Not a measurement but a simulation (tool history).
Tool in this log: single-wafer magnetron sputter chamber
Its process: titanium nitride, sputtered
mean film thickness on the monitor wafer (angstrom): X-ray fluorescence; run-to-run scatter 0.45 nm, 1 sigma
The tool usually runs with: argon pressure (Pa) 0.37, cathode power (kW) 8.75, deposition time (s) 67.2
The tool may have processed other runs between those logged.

run,hour,argon pressure (Pa),cathode power (kW),deposition time (s),wafers since the last listed run,wafers on the sputter target,hours since the last manometer calibration,hours since the magnet pack was replaced,hours since the gauge calibration,"read-back reference wafer on the same gauge, thickness_nm",mean film thickness on the monitor wafer (angstrom)
1,0,0.416,8.75,57.6,0,2857,2194.1,9425.4,835.9,118.965,914.14
2,62.5,0.416,8.75,57.6,1030,3887,2256.6,9487.9,898.4,119.004,919.28
3,168.9,0.37,8.75,67.2,1753,5641,2363,9594.3,1004.8,118.965,1077.47
4,212.8,0.37,8.75,67.2,723,6365,2406.9,9638.2,1048.7,119.086,1093.94
5,278.1,0.37,8.75,67.2,1076,7441,2472.2,9703.5,1114,119.067,1093.43
# hour 313.6: sputter target and shields replaced
6,318.1,0.37,8.75,67.2,527,74,2512.2,9743.5,1154,118.837,1056.91
7,414.3,0.37,8.75,67.2,1585,1660,2608.4,9839.7,1250.2,118.942,1047.15
# hour 455.8: gauge calibrated
8,516.2,0.465,8.75,67.2,1679,3340,2710.3,9941.6,60.4,118.873,1009.89
# hour 608.7: sputter target and shields replaced, repeated, since the last time left the tool worse
9,613.2,0.511,7.9,78,1467,73,2807.3,10038.6,157.4,119.145,1133.15
# hour 647.5: capacitance manometer re-zeroed and calibrated
10,832.2,0.48,7.35,73.7,3478,3551,184.7,10257.6,376.4,118.799,991.85
11,894.4,0.37,7.5,56.9,1025,4577,246.9,10319.8,438.6,119.192,807.3
# hour 975.4: magnet pack replaced
12,975.9,0.37,8.75,67.2,1211,5788,328.4,0.5,520.1,119.023,1088.78
13,1010.8,0.417,8,80.2,575,6364,363.3,35.4,555,118.989,1177.85
14,1063.6,0.37,8.75,76.2,870,7234,416.1,88.2,607.8,118.934,1245.02
15,1136,0.37,8.2,67.2,1193,8427,488.5,160.6,680.2,119.047,1032.95
# hour 1145.3: sputter target and shields replaced
16,1255.2,0.473,7.3,58.7,1832,1811,607.7,279.8,799.4,119.171,796.51

How would selected steps in mean film thickness on the monitor wafer (angstrom) from run to run divide? Give the signed amount a tool lacking its hidden state would still show from settings, what came in and random variation, and the signed amount left for the hidden state, including any gauge scatter that is not in both of the compared results.
Hidden state at play: deposition rate above that of a new target (%); true argon pressure above the setpoint (%); gauge reads high (%).
Run 8 -> 9: argon pressure (Pa) 0.465 -> 0.511, cathode power (kW) 8.75 -> 7.9, deposition time (s) 67.2 -> 78, sputter target and shields replaced, repeated, since the last time left the tool worse. mean film thickness on the monitor wafer (angstrom) +123.26: hidden state +75.43, all else +47.83.
Run 11 -> 12: cathode power (kW) 7.5 -> 8.75, deposition time (s) 56.9 -> 67.2, magnet pack replaced. mean film thickness on the monitor wafer (angstrom) +281.48: hidden state -9.66, all else +291.14.
